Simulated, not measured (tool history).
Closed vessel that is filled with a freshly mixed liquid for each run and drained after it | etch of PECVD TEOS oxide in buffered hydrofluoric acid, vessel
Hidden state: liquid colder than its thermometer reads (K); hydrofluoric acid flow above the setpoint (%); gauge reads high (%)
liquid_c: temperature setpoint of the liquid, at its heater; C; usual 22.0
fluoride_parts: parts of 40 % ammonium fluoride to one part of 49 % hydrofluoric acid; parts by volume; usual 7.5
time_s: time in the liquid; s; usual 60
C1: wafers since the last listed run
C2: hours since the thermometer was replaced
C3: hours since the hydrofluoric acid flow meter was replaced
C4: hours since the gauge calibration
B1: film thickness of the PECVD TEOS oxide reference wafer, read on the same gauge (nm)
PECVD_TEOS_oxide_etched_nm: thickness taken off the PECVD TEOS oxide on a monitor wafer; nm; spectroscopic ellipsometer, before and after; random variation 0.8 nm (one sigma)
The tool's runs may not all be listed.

run 1 day=0.000 | liquid_c=22.0 fluoride_parts=7.5 time_s=60 | C1=0 C2=741.5 C3=39.0 C4=1269.5 | B1=59.97 | PECVD_TEOS_oxide_etched_nm=109.50
run 2 day=3.362 | liquid_c=22.0 fluoride_parts=7.5 time_s=60 | C1=5871 C2=822.2 C3=119.7 C4=1350.2 | B1=59.99 | PECVD_TEOS_oxide_etched_nm=109.09
run 3 day=7.496 | liquid_c=22.0 fluoride_parts=7.5 time_s=70 | C1=7217 C2=921.4 C3=218.9 C4=1449.4 | B1=60.00 | PECVD_TEOS_oxide_etched_nm=129.83
run 4 day=10.779 | liquid_c=22.0 fluoride_parts=7.5 time_s=60 | C1=5733 C2=1000.2 C3=297.7 C4=1528.2 | B1=60.02 | PECVD_TEOS_oxide_etched_nm=110.13
run 5 day=13.596 | liquid_c=22.0 fluoride_parts=7.5 time_s=60 | C1=4918 C2=1067.8 C3=365.3 C4=1595.8 | B1=60.00 | PECVD_TEOS_oxide_etched_nm=112.95
run 6 day=16.462 | liquid_c=22.0 fluoride_parts=7.5 time_s=50 | C1=5005 C2=1136.6 C3=434.1 C4=1664.6 | B1=60.00 | PECVD_TEOS_oxide_etched_nm=91.96
run 7 day=18.262 | liquid_c=22.0 fluoride_parts=7.5 time_s=60 | C1=3142 C2=1179.8 C3=477.3 C4=1707.8 | B1=60.00 | PECVD_TEOS_oxide_etched_nm=111.33
run 8 day=21.367 | liquid_c=22.0 fluoride_parts=7.5 time_s=60 | C1=5420 C2=1254.3 C3=551.8 C4=1782.3 | B1=59.98 | PECVD_TEOS_oxide_etched_nm=112.74
run 9 day=23.262 | liquid_c=22.0 fluoride_parts=7.5 time_s=60 | C1=3310 C2=1299.8 C3=597.3 C4=1827.8 | B1=60.00 | PECVD_TEOS_oxide_etched_nm=113.94
run 10 day=25.271 | liquid_c=22.0 fluoride_parts=7.5 time_s=60 | C1=3506 C2=1348.0 C3=645.5 C4=1876.0 | B1=60.05 | PECVD_TEOS_oxide_etched_nm=112.53
run 11 day=28.704 | liquid_c=22.0 fluoride_parts=7.5 time_s=60 | C1=5994 C2=1430.4 C3=727.9 C4=1958.4 | B1=60.06 | PECVD_TEOS_oxide_etched_nm=114.08
run 12 day=32.617 | liquid_c=22.0 fluoride_parts=7.5 time_s=60 | C1=6831 C2=1524.3 C3=821.8 C4=2052.3 | B1=60.01 | PECVD_TEOS_oxide_etched_nm=115.19
-- day=33.658 gauge calibrated
-- day=35.462 hydrofluoric acid flow meter replaced
run 13 day=36.775 | liquid_c=22.0 fluoride_parts=7.5 time_s=60 | C1=7188 C2=1624.1 C3=31.5 C4=74.8 | B1=59.98 | PECVD_TEOS_oxide_etched_nm=104.86
-- day=39.275 thermometer replaced
run 14 day=48.454 | liquid_c=20.5 fluoride_parts=7.5 time_s=70 | C1=20320 C2=220.3 C3=311.8 C4=355.1 | B1=60.01 | PECVD_TEOS_oxide_etched_nm=122.36
run 15 day=51.000 | liquid_c=22.0 fluoride_parts=7.5 time_s=60 | C1=4445 C2=281.4 C3=372.9 C4=416.2 | B1=59.98 | PECVD_TEOS_oxide_etched_nm=114.18
run 16 day=55.354 | liquid_c=22.0 fluoride_parts=7.5 time_s=60 | C1=7602 C2=385.9 C3=477.4 C4=520.7 | B1=60.00 | PECVD_TEOS_oxide_etched_nm=112.97
run 17 day=58.312 | liquid_c=22.0 fluoride_parts=9.0 time_s=45 | C1=5165 C2=456.9 C3=548.4 C4=591.7 | B1=60.00 | PECVD_TEOS_oxide_etched_nm=70.35
run 18 day=60.762 | liquid_c=25.0 fluoride_parts=5.0 time_s=60 | C1=4277 C2=515.7 C3=607.2 C4=650.5 | B1=59.98 | PECVD_TEOS_oxide_etched_nm=194.95
run 19 day=64.888 | liquid_c=22.0 fluoride_parts=9.0 time_s=60 | C1=7202 C2=614.7 C3=706.2 C4=749.5 | B1=59.97 | PECVD_TEOS_oxide_etched_nm=94.91
run 20 day=68.471 | liquid_c=20.5 fluoride_parts=7.5 time_s=60 | C1=6256 C2=700.7 C3=792.2 C4=835.5 | B1=60.03 | PECVD_TEOS_oxide_etched_nm=105.99
-- day=70.204 hydrofluoric acid flow meter replaced
run 21 day=70.362 | liquid_c=22.0 fluoride_parts=7.5 time_s=60 | C1=3230 C2=746.1 C3=3.8 C4=880.9 | B1=60.00 | PECVD_TEOS_oxide_etched_nm=108.83
run 22 day=73.325 | liquid_c=22.0 fluoride_parts=7.5 time_s=80 | C1=5172 C2=817.2 C3=74.9 C4=952.0 | B1=60.02 | PECVD_TEOS_oxide_etched_nm=146.25
run 23 day=77.117 | liquid_c=22.0 fluoride_parts=7.5 time_s=60 | C1=6620 C2=908.2 C3=165.9 C4=1043.0 | B1=60.01 | PECVD_TEOS_oxide_etched_nm=109.66
run 24 day=80.433 | liquid_c=19.5 fluoride_parts=8.5 time_s=60 | C1=5791 C2=987.8 C3=245.5 C4=1122.6 | B1=60.05 | PECVD_TEOS_oxide_etched_nm=83.40
run 25 day=82.392 | liquid_c=22.0 fluoride_parts=7.5 time_s=60 | C1=3419 C2=1034.8 C3=292.5 C4=1169.6 | B1=60.00 | PECVD_TEOS_oxide_etched_nm=108.82
run 26 day=84.742 | liquid_c=22.0 fluoride_parts=7.5 time_s=60 | C1=4103 C2=1091.2 C3=348.9 C4=1226.0 | B1=60.04 | PECVD_TEOS_oxide_etched_nm=109.56
run 27 day=88.562 | liquid_c=22.0 fluoride_parts=7.5 time_s=60 | C1=6671 C2=1182.9 C3=440.6 C4=1317.7 | B1=60.01 | PECVD_TEOS_oxide_etched_nm=111.00
run 28 day=90.392 | liquid_c=22.0 fluoride_parts=8.5 time_s=30 | C1=3193 C2=1226.8 C3=484.5 C4=1361.6 | B1=59.99 | PECVD_TEOS_oxide_etched_nm=48.24
run 29 day=92.275 | liquid_c=22.0 fluoride_parts=7.5 time_s=60 | C1=3288 C2=1272.0 C3=529.7 C4=1406.8 | B1=60.00 | PECVD_TEOS_oxide_etched_nm=111.95
run 30 day=99.696 | liquid_c=22.0 fluoride_parts=6.0 time_s=60 | C1=12957 C2=1450.1 C3=707.8 C4=1584.9 | B1=60.00 | PECVD_TEOS_oxide_etched_nm=137.79
run 31 day=101.258 | liquid_c=20.0 fluoride_parts=7.5 time_s=75 | C1=2728 C2=1487.6 C3=745.3 C4=1622.4 | B1=60.00 | PECVD_TEOS_oxide_etched_nm=125.02
run 32 day=104.817 | liquid_c=22.0 fluoride_parts=7.5 time_s=95 | C1=6213 C2=1573.0 C3=830.7 C4=1707.8 | B1=59.98 | PECVD_TEOS_oxide_etched_nm=179.95
-- day=106.679 hydrofluoric acid flow meter replaced
run 33 day=107.621 | liquid_c=25.0 fluoride_parts=7.5 time_s=60 | C1=4823 C2=1640.3 C3=22.6 C4=1775.1 | B1=60.03 | PECVD_TEOS_oxide_etched_nm=122.48

Forecast each of these 3 alternatives for the next run:
run A day=107.650 | liquid_c=22.0 fluoride_parts=10.5 time_s=60 | C1=50 C2=1641.0 C3=23.3 C4=1775.8 | B1=? | PECVD_TEOS_oxide_etched_nm=?
run B day=107.650 | liquid_c=17.5 fluoride_parts=5.0 time_s=60 | C1=50 C2=1641.0 C3=23.3 C4=1775.8 | B1=? | PECVD_TEOS_oxide_etched_nm=?
run C day=107.650 | liquid_c=18.0 fluoride_parts=6.0 time_s=35 | C1=50 C2=1641.0 C3=23.3 C4=1775.8 | B1=? | PECVD_TEOS_oxide_etched_nm=?

run=A B1=59.99 PECVD_TEOS_oxide_etched_nm=76.76
run=B B1=59.99 PECVD_TEOS_oxide_etched_nm=116.82
run=C B1=59.99 PECVD_TEOS_oxide_etched_nm=60.06
Without the tool's hidden state the same runs would have given:
run=A PECVD_TEOS_oxide_etched_nm=82.84
run=B PECVD_TEOS_oxide_etched_nm=126.36
run=C PECVD_TEOS_oxide_etched_nm=64.97

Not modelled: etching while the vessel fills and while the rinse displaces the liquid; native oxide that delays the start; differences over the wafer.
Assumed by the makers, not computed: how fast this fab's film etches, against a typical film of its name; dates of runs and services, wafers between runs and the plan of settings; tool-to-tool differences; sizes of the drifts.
